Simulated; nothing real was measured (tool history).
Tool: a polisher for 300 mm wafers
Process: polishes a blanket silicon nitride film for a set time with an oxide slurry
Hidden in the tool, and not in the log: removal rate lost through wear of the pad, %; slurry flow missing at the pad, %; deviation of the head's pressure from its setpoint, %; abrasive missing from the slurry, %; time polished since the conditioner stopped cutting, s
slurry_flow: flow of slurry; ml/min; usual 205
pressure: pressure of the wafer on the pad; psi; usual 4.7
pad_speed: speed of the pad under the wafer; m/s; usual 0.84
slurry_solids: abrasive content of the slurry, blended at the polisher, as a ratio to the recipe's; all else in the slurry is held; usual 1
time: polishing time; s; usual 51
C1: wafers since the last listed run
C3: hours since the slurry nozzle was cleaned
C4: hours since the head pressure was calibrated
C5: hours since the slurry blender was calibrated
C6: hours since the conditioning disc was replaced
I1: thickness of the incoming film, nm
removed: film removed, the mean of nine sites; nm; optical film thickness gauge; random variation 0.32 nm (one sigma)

run 1 hour=0 | slurry_flow=205 pressure=4.7 pad_speed=0.84 slurry_solids=1 time=51 | C1=0 wafers_polished_on_this_pad=1013 C3=231.6 C4=839.8 C5=386.7 C6=54.1 | I1=308.9 | removed=32.9
-- hour=66.6 slurry blender recalibrated
-- hour=71.9 head pressure recalibrated
run 2 hour=90.9 | slurry_flow=235 pressure=4.7 pad_speed=0.84 slurry_solids=1 time=40 | C1=588 wafers_polished_on_this_pad=1601 C3=322.5 C4=19 C5=24.3 C6=145 | I1=310.7 | removed=23.9
-- hour=120.1 worn pad replaced by a new one
-- hour=137 slurry nozzle cleaned
run 3 hour=159.8 | slurry_flow=235 pressure=4.7 pad_speed=0.84 slurry_solids=1 time=40 | C1=432 wafers_polished_on_this_pad=262 C3=22.8 C4=87.9 C5=93.2 C6=213.9 | I1=308.5 | removed=25
run 4 hour=234.3 | slurry_flow=205 pressure=4.7 pad_speed=0.84 slurry_solids=1 time=51 | C1=504 wafers_polished_on_this_pad=766 C3=97.3 C4=162.4 C5=167.7 C6=288.4 | I1=313.8 | removed=30.4
run 5 hour=335.8 | slurry_flow=205 pressure=4.7 pad_speed=0.84 slurry_solids=1 time=51 | C1=687 wafers_polished_on_this_pad=1453 C3=198.8 C4=263.9 C5=269.2 C6=389.9 | I1=307.1 | removed=28.3
-- hour=347.1 conditioning disc replaced and pad reconditioned
run 6 hour=373.9 | slurry_flow=205 pressure=4.7 pad_speed=0.84 slurry_solids=1 time=51 | C1=244 wafers_polished_on_this_pad=1697 C3=236.9 C4=302 C5=307.3 C6=26.8 | I1=308.6 | removed=32.8
-- hour=423.9 worn pad replaced by a new one
run 7 hour=443.3 | slurry_flow=205 pressure=4.7 pad_speed=0.84 slurry_solids=1 time=44 | C1=442 wafers_polished_on_this_pad=131 C3=306.3 C4=371.4 C5=376.7 C6=96.2 | I1=310.4 | removed=28.9
run 8 hour=488.2 | slurry_flow=205 pressure=4.7 pad_speed=0.84 slurry_solids=1 time=51 | C1=303 wafers_polished_on_this_pad=435 C3=351.2 C4=416.3 C5=421.6 C6=141.1 | I1=312.8 | removed=32.6
-- hour=520.7 slurry blender recalibrated
-- hour=535.4 slurry nozzle cleaned
run 9 hour=585 | slurry_flow=205 pressure=6 pad_speed=0.84 slurry_solids=1.2 time=51 | C1=634 wafers_polished_on_this_pad=1070 C3=49.6 C4=513.1 C5=64.3 C6=237.9 | I1=309.7 | removed=41.5
-- hour=693.4 conditioning disc replaced and pad reconditioned
run 10 hour=693.9 | slurry_flow=205 pressure=4.7 pad_speed=0.84 slurry_solids=1.2 time=51 | C1=723 wafers_polished_on_this_pad=1793 C3=158.5 C4=622 C5=173.2 C6=0.5 | I1=309.8 | removed=35.3
-- hour=730.8 worn pad replaced by a new one
run 11 hour=828.8 | slurry_flow=225 pressure=4.7 pad_speed=0.84 slurry_solids=1 time=51 | C1=886 wafers_polished_on_this_pad=663 C3=293.4 C4=756.9 C5=308.1 C6=135.4 | I1=308.5 | removed=32.5
-- hour=874.1 slurry nozzle cleaned
run 12 hour=925.4 | slurry_flow=205 pressure=4.7 pad_speed=0.84 slurry_solids=1 time=51 | C1=647 wafers_polished_on_this_pad=1310 C3=51.3 C4=853.5 C5=404.7 C6=232 | I1=306.6 | removed=30.3
-- hour=929.4 head pressure recalibrated
run 13 hour=1002.6 | slurry_flow=240 pressure=4.7 pad_speed=0.84 slurry_solids=0.85 time=51 | C1=509 wafers_polished_on_this_pad=1819 C3=128.5 C4=73.2 C5=481.9 C6=309.2 | I1=311.5 | removed=27.4
-- hour=1006.9 worn pad replaced by a new one
-- hour=1022 conditioning disc replaced and pad reconditioned
-- hour=1029.1 slurry blender recalibrated
run 14 hour=1046.8 | slurry_flow=230 pressure=4.7 pad_speed=0.84 slurry_solids=1 time=51 | C1=245 wafers_polished_on_this_pad=242 C3=172.7 C4=117.4 C5=17.7 C6=24.8 | I1=307.3 | removed=34.1
run 15 hour=1134.1 | slurry_flow=230 pressure=3.9 pad_speed=1.14 slurry_solids=0.9 time=51 | C1=590 wafers_polished_on_this_pad=833 C3=260 C4=204.7 C5=105 C6=112.1 | I1=305.5 | removed=30.5
-- hour=1217.9 slurry nozzle cleaned
-- hour=1255.7 worn pad replaced by a new one
run 16 hour=1347.6 | slurry_flow=205 pressure=4.7 pad_speed=0.96 slurry_solids=0.85 time=68 | C1=1411 wafers_polished_on_this_pad=621 C3=129.7 C4=418.2 C5=318.5 C6=325.6 | I1=308.6 | removed=39.6
-- hour=1380.6 conditioning disc replaced and pad reconditioned
run 17 hour=1390.7 | slurry_flow=230 pressure=3.9 pad_speed=0.84 slurry_solids=1.3 time=51 | C1=278 wafers_polished_on_this_pad=900 C3=172.8 C4=461.3 C5=361.6 C6=10.1 | I1=310.9 | removed=31.3

Forecast each of these 5 alternatives for the next run:
run A hour=1391.1 | slurry_flow=145 pressure=4.7 pad_speed=0.84 slurry_solids=1 time=51 | C1=2 wafers_polished_on_this_pad=902 C3=173.2 C4=461.7 C5=362 C6=10.5 | I1=314.6 | removed=?
run B hour=1391.1 | slurry_flow=155 pressure=4.7 pad_speed=0.98 slurry_solids=1.1 time=51 | C1=2 wafers_polished_on_this_pad=902 C3=173.2 C4=461.7 C5=362 C6=10.5 | I1=314.6 | removed=?
run C hour=1391.1 | slurry_flow=205 pressure=4.7 pad_speed=0.84 slurry_solids=0.85 time=37 | C1=2 wafers_polished_on_this_pad=902 C3=173.2 C4=461.7 C5=362 C6=10.5 | I1=314.6 | removed=?
run D hour=1391.1 | slurry_flow=245 pressure=5.3 pad_speed=0.6 slurry_solids=1 time=69 | C1=2 wafers_polished_on_this_pad=902 C3=173.2 C4=461.7 C5=362 C6=10.5 | I1=314.6 | removed=?
run E hour=1391.1 | slurry_flow=275 pressure=4.1 pad_speed=0.94 slurry_solids=1 time=63 | C1=2 wafers_polished_on_this_pad=902 C3=173.2 C4=461.7 C5=362 C6=10.5 | I1=314.6 | removed=?

run=A removed=32.3
run=B removed=37.3
run=C removed=22.5
run=D removed=42.6
run=E removed=39.7
Without the tool's hidden state the same runs would have given:
run=A removed=33.9
run=B removed=39.3
run=C removed=23.6
run=D removed=44.6
run=E removed=41.7
